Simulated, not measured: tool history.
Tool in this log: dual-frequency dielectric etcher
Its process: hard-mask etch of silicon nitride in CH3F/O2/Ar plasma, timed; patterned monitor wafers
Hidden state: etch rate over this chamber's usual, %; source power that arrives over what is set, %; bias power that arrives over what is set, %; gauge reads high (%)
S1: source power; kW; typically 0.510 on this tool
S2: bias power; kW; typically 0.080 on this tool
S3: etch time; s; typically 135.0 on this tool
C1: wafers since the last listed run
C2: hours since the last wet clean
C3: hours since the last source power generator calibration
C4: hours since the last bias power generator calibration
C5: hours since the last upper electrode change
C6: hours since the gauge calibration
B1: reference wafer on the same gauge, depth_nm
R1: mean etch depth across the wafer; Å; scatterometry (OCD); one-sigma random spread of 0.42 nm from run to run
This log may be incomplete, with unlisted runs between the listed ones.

run,hour,S1,S2,S3,C1,C2,C3,C4,C5,C6,B1,R1
1,0.0,0.510,0.080,135.0,0,546.0,2899.4,3061.7,4657.8,507.2,90.9,1054
# hour 45.5: wet clean of the chamber
2,46.7,0.510,0.080,135.0,230,1.2,2946.1,3108.4,4704.5,553.9,91.1,1060
# hour 61.8: gauge calibrated
3,220.3,0.470,0.085,135.0,1762,174.8,3119.7,3282.0,4878.1,158.5,91.0,1045
4,258.8,0.510,0.080,135.0,390,213.3,3158.2,3320.5,4916.6,197.0,91.1,1057
# hour 288.3: bias power generator calibrated
5,288.8,0.510,0.080,135.0,263,243.3,3188.2,0.5,4946.6,227.0,91.0,1053
6,341.1,0.510,0.080,135.0,530,295.6,3240.5,52.8,4998.9,279.3,91.0,1059
7,399.7,0.510,0.075,135.0,594,354.2,3299.1,111.4,5057.5,337.9,91.0,1041
8,450.5,0.510,0.075,135.0,515,405.0,3349.9,162.2,5108.3,388.7,91.0,1041
# hour 486.4: source power generator calibrated
9,515.5,0.510,0.075,135.0,619,470.0,29.1,227.2,5173.3,453.7,91.0,1040
# hour 564.4: upper electrode replaced
10,564.9,0.420,0.089,168.5,257,519.4,78.5,276.6,0.5,503.1,91.1,1263
11,609.3,0.610,0.100,151.0,450,563.8,122.9,321.0,44.9,547.5,91.0,1342
# hour 668.5: gauge calibrated
12,675.1,0.510,0.080,135.0,668,629.6,188.7,386.8,110.7,6.6,91.0,1068
# hour 700.3: wet clean of the chamber
13,707.9,0.390,0.080,165.5,89,7.6,221.5,419.6,143.5,39.4,91.0,1172
14,769.1,0.470,0.080,107.0,621,68.8,282.7,480.8,204.7,100.6,91.0,813
15,793.9,0.510,0.080,135.0,251,93.6,307.5,505.6,229.5,125.4,91.0,1064
16,836.0,0.440,0.080,115.5,427,135.7,349.6,547.7,271.6,167.5,91.0,858
17,868.6,0.460,0.097,149.5,330,168.3,382.2,580.3,304.2,200.1,91.0,1177
18,905.3,0.510,0.080,135.0,372,205.0,418.9,617.0,340.9,236.8,91.0,1061

The tool's hidden state at each run:
etch rate over this chamber's usual, %: 0 across all the runs
source power that arrives over what is set, %: 0 across all the runs
bias power that arrives over what is set, %: 0 across all the runs
gauge reads high (%): 0 across all the runs
